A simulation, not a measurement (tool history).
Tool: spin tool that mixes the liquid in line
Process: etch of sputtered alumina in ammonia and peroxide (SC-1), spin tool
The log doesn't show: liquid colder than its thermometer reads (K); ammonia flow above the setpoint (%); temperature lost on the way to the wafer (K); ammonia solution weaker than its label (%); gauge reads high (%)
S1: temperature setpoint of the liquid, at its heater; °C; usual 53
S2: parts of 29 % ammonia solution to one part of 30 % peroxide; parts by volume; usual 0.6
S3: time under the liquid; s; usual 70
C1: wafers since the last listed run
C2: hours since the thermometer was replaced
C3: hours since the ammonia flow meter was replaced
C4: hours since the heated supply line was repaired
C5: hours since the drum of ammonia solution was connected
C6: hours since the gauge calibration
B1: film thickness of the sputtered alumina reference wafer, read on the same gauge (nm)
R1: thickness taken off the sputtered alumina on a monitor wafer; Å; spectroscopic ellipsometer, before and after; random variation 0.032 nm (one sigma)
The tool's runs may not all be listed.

{"run": 1, "day": 0.0, "S1": 53, "S2": 0.6, "S3": 70, "C1": 0, "C2": 590.9, "C3": 1059.2, "C4": 2149, "C5": 971.2, "C6": 967.7, "B1": 119.96, "R1": 54.4}
{"run": 2, "day": 0.679, "S1": 53, "S2": 0.6, "S3": 70, "C1": 160, "C2": 607.2, "C3": 1075.5, "C4": 2165.3, "C5": 987.5, "C6": 984, "B1": 119.94, "R1": 53.6}
{"day": 4.938, "done": "heated supply line repaired"}
{"run": 3, "day": 5.008, "S1": 53, "S2": 0.6, "S3": 70, "C1": 1011, "C2": 711.1, "C3": 1179.4, "C4": 1.7, "C5": 1091.4, "C6": 1087.9, "B1": 120.01, "R1": 57.2}
{"run": 4, "day": 5.629, "S1": 53, "S2": 0.6, "S3": 70, "C1": 146, "C2": 726, "C3": 1194.3, "C4": 16.6, "C5": 1106.3, "C6": 1102.8, "B1": 119.98, "R1": 57}
{"run": 5, "day": 6.946, "S1": 60.5, "S2": 0.6, "S3": 70, "C1": 310, "C2": 757.6, "C3": 1225.9, "C4": 48.2, "C5": 1137.9, "C6": 1134.4, "B1": 120.02, "R1": 85.2}
{"day": 7.6, "done": "new drum of ammonia solution connected"}
{"run": 6, "day": 8.075, "S1": 60.5, "S2": 0.6, "S3": 70, "C1": 256, "C2": 784.7, "C3": 1253, "C4": 75.3, "C5": 11.4, "C6": 1161.5, "B1": 120, "R1": 83.7}
{"run": 7, "day": 9.329, "S1": 60.5, "S2": 0.6, "S3": 70, "C1": 295, "C2": 814.8, "C3": 1283.1, "C4": 105.4, "C5": 41.5, "C6": 1191.6, "B1": 119.98, "R1": 84.7}
{"run": 8, "day": 10.042, "S1": 45.5, "S2": 0.6, "S3": 30, "C1": 168, "C2": 831.9, "C3": 1300.2, "C4": 122.5, "C5": 58.6, "C6": 1208.7, "B1": 120.04, "R1": 16}
{"run": 9, "day": 11.025, "S1": 47.5, "S2": 0.8, "S3": 45, "C1": 232, "C2": 855.5, "C3": 1323.8, "C4": 146.1, "C5": 82.2, "C6": 1232.3, "B1": 120.03, "R1": 27.8}
{"run": 10, "day": 11.596, "S1": 53, "S2": 0.6, "S3": 70, "C1": 134, "C2": 869.2, "C3": 1337.5, "C4": 159.8, "C5": 95.9, "C6": 1246, "B1": 119.99, "R1": 56.9}
{"run": 11, "day": 12.546, "S1": 53, "S2": 0.6, "S3": 70, "C1": 224, "C2": 892, "C3": 1360.3, "C4": 182.6, "C5": 118.7, "C6": 1268.8, "B1": 119.99, "R1": 56.6}
{"day": 14.408, "done": "gauge calibrated"}
{"run": 12, "day": 15.225, "S1": 58.5, "S2": 0.4, "S3": 110, "C1": 632, "C2": 956.3, "C3": 1424.6, "C4": 246.9, "C5": 183, "C6": 19.6, "B1": 120.01, "R1": 115.2}
{"day": 15.483, "done": "thermometer replaced"}
{"run": 13, "day": 15.95, "S1": 49, "S2": 0.7, "S3": 90, "C1": 161, "C2": 11.2, "C3": 1442, "C4": 264.3, "C5": 200.4, "C6": 37, "B1": 120.02, "R1": 60.7}
{"run": 14, "day": 17.146, "S1": 57.5, "S2": 0.35, "S3": 45, "C1": 282, "C2": 39.9, "C3": 1470.7, "C4": 293, "C5": 229.1, "C6": 65.7, "B1": 119.99, "R1": 45.4}
{"run": 15, "day": 18.288, "S1": 53, "S2": 0.3, "S3": 70, "C1": 269, "C2": 67.3, "C3": 1498.1, "C4": 320.4, "C5": 256.5, "C6": 93.1, "B1": 119.96, "R1": 53.7}
{"run": 16, "day": 18.804, "S1": 53, "S2": 0.75, "S3": 70, "C1": 121, "C2": 79.7, "C3": 1510.5, "C4": 332.8, "C5": 268.9, "C6": 105.5, "B1": 120.01, "R1": 58.8}
{"run": 17, "day": 19.588, "S1": 60.5, "S2": 0.6, "S3": 70, "C1": 184, "C2": 98.5, "C3": 1529.3, "C4": 351.6, "C5": 287.7, "C6": 124.3, "B1": 120, "R1": 85.3}
{"day": 20.254, "done": "ammonia flow meter replaced"}
{"run": 18, "day": 20.817, "S1": 50.5, "S2": 0.35, "S3": 105, "C1": 280, "C2": 128, "C3": 13.5, "C4": 381.1, "C5": 317.2, "C6": 153.8, "B1": 120.02, "R1": 71.4}
{"run": 19, "day": 21.55, "S1": 59.5, "S2": 0.7, "S3": 35, "C1": 173, "C2": 145.6, "C3": 31.1, "C4": 398.7, "C5": 334.8, "C6": 171.4, "B1": 119.99, "R1": 41.5}
{"run": 20, "day": 24.629, "S1": 48, "S2": 0.35, "S3": 70, "C1": 726, "C2": 219.5, "C3": 105, "C4": 472.6, "C5": 408.7, "C6": 245.3, "B1": 119.96, "R1": 41.3}
{"run": 21, "day": 25.867, "S1": 53, "S2": 0.6, "S3": 35, "C1": 291, "C2": 249.2, "C3": 134.7, "C4": 502.3, "C5": 438.4, "C6": 275, "B1": 119.98, "R1": 28.7}
{"run": 22, "day": 27.271, "S1": 44, "S2": 0.8, "S3": 30, "C1": 331, "C2": 282.9, "C3": 168.4, "C4": 536, "C5": 472.1, "C6": 308.7, "B1": 120, "R1": 15.2}
{"run": 23, "day": 27.938, "S1": 53, "S2": 0.6, "S3": 70, "C1": 157, "C2": 298.9, "C3": 184.4, "C4": 552, "C5": 488.1, "C6": 324.7, "B1": 119.99, "R1": 57.2}
{"run": 24, "day": 28.954, "S1": 49.5, "S2": 0.6, "S3": 70, "C1": 239, "C2": 323.3, "C3": 208.8, "C4": 576.4, "C5": 512.5, "C6": 349.1, "B1": 119.98, "R1": 47}
{"run": 25, "day": 30.058, "S1": 56, "S2": 0.35, "S3": 70, "C1": 260, "C2": 349.8, "C3": 235.3, "C4": 602.9, "C5": 539, "C6": 375.6, "B1": 119.98, "R1": 63.4}

Forecast run 26:
{"run": 26, "day": 30.862, "S1": 63, "S2": 0.45, "S3": 70, "C1": 189, "C2": 369.1, "C3": 254.6, "C4": 622.2, "C5": 558.3, "C6": 394.9, "B1": "?", "R1": "?"}

{"run 26": {"B1": 119.98, "R1": 93}}
Without the tool's hidden state the same run would have given R1 96.7 Å.
